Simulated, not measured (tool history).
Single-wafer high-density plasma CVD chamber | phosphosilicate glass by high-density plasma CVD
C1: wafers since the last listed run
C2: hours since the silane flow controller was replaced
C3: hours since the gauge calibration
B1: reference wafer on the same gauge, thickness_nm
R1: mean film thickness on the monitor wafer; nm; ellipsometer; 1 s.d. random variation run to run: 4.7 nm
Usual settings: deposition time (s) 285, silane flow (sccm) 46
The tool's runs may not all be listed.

run 1 hour=0.0 | deposition_time_(s)=311 silane_flow_(sccm)=46 | C1=0 C2=3148.9 C3=809.8 | B1=1130.720 | R1=1464.244
run 2 hour=41.4 | deposition_time_(s)=311 silane_flow_(sccm)=46 | C1=352 C2=3190.3 C3=851.2 | B1=1129.127 | R1=1456.165
run 3 hour=78.4 | deposition_time_(s)=285 silane_flow_(sccm)=46 | C1=315 C2=3227.3 C3=888.2 | B1=1130.590 | R1=1331.561
run 4 hour=286.3 | deposition_time_(s)=285 silane_flow_(sccm)=46 | C1=1772 C2=3435.2 C3=1096.1 | B1=1129.374 | R1=1336.237
run 5 hour=313.9 | deposition_time_(s)=285 silane_flow_(sccm)=46 | C1=235 C2=3462.8 C3=1123.7 | B1=1129.825 | R1=1332.869
run 6 hour=380.0 | deposition_time_(s)=321 silane_flow_(sccm)=46 | C1=563 C2=3528.9 C3=1189.8 | B1=1129.871 | R1=1519.444
run 7 hour=426.9 | deposition_time_(s)=321 silane_flow_(sccm)=46 | C1=399 C2=3575.8 C3=1236.7 | B1=1129.187 | R1=1508.752
run 8 hour=491.7 | deposition_time_(s)=285 silane_flow_(sccm)=50 | C1=552 C2=3640.6 C3=1301.5 | B1=1130.447 | R1=1402.393
run 9 hour=541.2 | deposition_time_(s)=285 silane_flow_(sccm)=50 | C1=421 C2=3690.1 C3=1351.0 | B1=1130.245 | R1=1393.494
run 10 hour=583.5 | deposition_time_(s)=285 silane_flow_(sccm)=50 | C1=360 C2=3732.4 C3=1393.3 | B1=1130.890 | R1=1399.775
run 11 hour=624.1 | deposition_time_(s)=285 silane_flow_(sccm)=46 | C1=346 C2=3773.0 C3=1433.9 | B1=1129.858 | R1=1333.959
-- hour=657.9 gauge calibrated
run 12 hour=672.1 | deposition_time_(s)=285 silane_flow_(sccm)=46 | C1=409 C2=3821.0 C3=14.2 | B1=1129.858 | R1=1346.653
run 13 hour=717.7 | deposition_time_(s)=285 silane_flow_(sccm)=46 | C1=388 C2=3866.6 C3=59.8 | B1=1130.640 | R1=1329.098
run 14 hour=788.9 | deposition_time_(s)=285 silane_flow_(sccm)=46 | C1=606 C2=3937.8 C3=131.0 | B1=1130.678 | R1=1337.123
run 15 hour=846.7 | deposition_time_(s)=285 silane_flow_(sccm)=46 | C1=492 C2=3995.6 C3=188.8 | B1=1129.610 | R1=1336.198
run 16 hour=917.1 | deposition_time_(s)=285 silane_flow_(sccm)=46 | C1=600 C2=4066.0 C3=259.2 | B1=1131.261 | R1=1351.320
run 17 hour=963.5 | deposition_time_(s)=285 silane_flow_(sccm)=46 | C1=395 C2=4112.4 C3=305.6 | B1=1129.844 | R1=1342.432
run 18 hour=1003.1 | deposition_time_(s)=257 silane_flow_(sccm)=42 | C1=337 C2=4152.0 C3=345.2 | B1=1130.507 | R1=1160.885
run 19 hour=1066.1 | deposition_time_(s)=257 silane_flow_(sccm)=42 | C1=536 C2=4215.0 C3=408.2 | B1=1130.283 | R1=1158.866
run 20 hour=1093.2 | deposition_time_(s)=285 silane_flow_(sccm)=53 | C1=230 C2=4242.1 C3=435.3 | B1=1130.717 | R1=1446.639
run 21 hour=1146.5 | deposition_time_(s)=285 silane_flow_(sccm)=53 | C1=454 C2=4295.4 C3=488.6 | B1=1130.735 | R1=1437.650
run 22 hour=1193.4 | deposition_time_(s)=285 silane_flow_(sccm)=53 | C1=399 C2=4342.3 C3=535.5 | B1=1130.101 | R1=1443.742
run 23 hour=1217.7 | deposition_time_(s)=311 silane_flow_(sccm)=46 | C1=207 C2=4366.6 C3=559.8 | B1=1130.224 | R1=1460.381
run 24 hour=1259.9 | deposition_time_(s)=317 silane_flow_(sccm)=40 | C1=359 C2=4408.8 C3=602.0 | B1=1130.308 | R1=1389.415
run 25 hour=1311.9 | deposition_time_(s)=311 silane_flow_(sccm)=46 | C1=443 C2=4460.8 C3=654.0 | B1=1129.355 | R1=1462.513
run 26 hour=1348.1 | deposition_time_(s)=341 silane_flow_(sccm)=53 | C1=308 C2=4497.0 C3=690.2 | B1=1129.336 | R1=1728.762
run 27 hour=1395.0 | deposition_time_(s)=237 silane_flow_(sccm)=39 | C1=399 C2=4543.9 C3=737.1 | B1=1130.052 | R1=1023.188
-- hour=1423.8 silane flow controller replaced
run 28 hour=1434.6 | deposition_time_(s)=285 silane_flow_(sccm)=46 | C1=269 C2=10.8 C3=776.7 | B1=1130.075 | R1=1302.706
run 29 hour=1493.6 | deposition_time_(s)=235 silane_flow_(sccm)=46 | C1=502 C2=69.8 C3=835.7 | B1=1128.973 | R1=1067.343
run 30 hour=1544.9 | deposition_time_(s)=285 silane_flow_(sccm)=46 | C1=437 C2=121.1 C3=887.0 | B1=1129.856 | R1=1293.880
run 31 hour=1572.8 | deposition_time_(s)=261 silane_flow_(sccm)=38 | C1=237 C2=149.0 C3=914.9 | B1=1129.799 | R1=1085.928
run 32 hour=1641.0 | deposition_time_(s)=332 silane_flow_(sccm)=52 | C1=581 C2=217.2 C3=983.1 | B1=1128.642 | R1=1612.046
run 33 hour=1673.9 | deposition_time_(s)=235 silane_flow_(sccm)=42 | C1=280 C2=250.1 C3=1016.0 | B1=1130.324 | R1=1022.085
run 34 hour=1710.2 | deposition_time_(s)=285 silane_flow_(sccm)=51 | C1=309 C2=286.4 C3=1052.3 | B1=1130.015 | R1=1374.477
run 35 hour=1751.8 | deposition_time_(s)=243 silane_flow_(sccm)=39 | C1=354 C2=328.0 C3=1093.9 | B1=1129.725 | R1=1024.966
run 36 hour=1790.9 | deposition_time_(s)=328 silane_flow_(sccm)=50 | C1=333 C2=367.1 C3=1133.0 | B1=1129.557 | R1=1560.648
run 37 hour=1850.8 | deposition_time_(s)=322 silane_flow_(sccm)=46 | C1=510 C2=427.0 C3=1192.9 | B1=1128.627 | R1=1464.104
run 38 hour=1915.7 | deposition_time_(s)=253 silane_flow_(sccm)=42 | C1=553 C2=491.9 C3=1257.8 | B1=1129.883 | R1=1101.140
run 39 hour=1963.1 | deposition_time_(s)=257 silane_flow_(sccm)=51 | C1=404 C2=539.3 C3=1305.2 | B1=1129.685 | R1=1238.477
run 40 hour=2006.8 | deposition_time_(s)=285 silane_flow_(sccm)=46 | C1=372 C2=583.0 C3=1348.9 | B1=1128.475 | R1=1307.381
run 41 hour=2033.4 | deposition_time_(s)=318 silane_flow_(sccm)=55 | C1=226 C2=609.6 C3=1375.5 | B1=1129.883 | R1=1594.145
-- hour=2035.5 gauge calibrated
run 42 hour=2081.2 | deposition_time_(s)=285 silane_flow_(sccm)=46 | C1=407 C2=657.4 C3=45.7 | B1=1130.629 | R1=1308.648
run 43 hour=2199.1 | deposition_time_(s)=316 silane_flow_(sccm)=46 | C1=1004 C2=775.3 C3=163.6 | B1=1129.987 | R1=1464.172
run 44 hour=2238.6 | deposition_time_(s)=237 silane_flow_(sccm)=39 | C1=336 C2=814.8 C3=203.1 | B1=1129.995 | R1=1009.709
run 45 hour=2293.0 | deposition_time_(s)=229 silane_flow_(sccm)=38 | C1=463 C2=869.2 C3=257.5 | B1=1130.512 | R1=966.460
run 46 hour=2358.8 | deposition_time_(s)=237 silane_flow_(sccm)=39 | C1=560 C2=935.0 C3=323.3 | B1=1130.751 | R1=1003.923
run 47 hour=2428.7 | deposition_time_(s)=263 silane_flow_(sccm)=55 | C1=595 C2=1004.9 C3=393.2 | B1=1130.649 | R1=1330.923

Below, some changes in R1 between adjacent runs. For each, the amount present without the hidden state too (settings, incoming material, random variation) and the amount remaining for the hidden state with gauge scatter not shared by both compared results:
Hidden conditions of the tool in this case: delivered silane flow above the setpoint (%); gauge reads high (%).
Run 19 -> 20: deposition time (s) 257 -> 285, silane flow (sccm) 42 -> 53. R1 +287.773 nm: hidden state +10.345, all else +277.428.
Run 26 -> 27: deposition time (s) 341 -> 237, silane flow (sccm) 53 -> 39. R1 -705.574 nm: hidden state -25.411, all else -680.163.
Run 27 -> 28: deposition time (s) 237 -> 285, silane flow (sccm) 39 -> 46, silane flow controller replaced. R1 +279.518 nm: hidden state -37.415, all else +316.933.
Run 32 -> 33: deposition time (s) 332 -> 235, silane flow (sccm) 52 -> 42. R1 -589.961 nm: hidden state -1.712, all else -588.249.
Run 35 -> 36: deposition time (s) 243 -> 328, silane flow (sccm) 39 -> 50. R1 +535.682 nm: hidden state +4.328, all else +531.354.
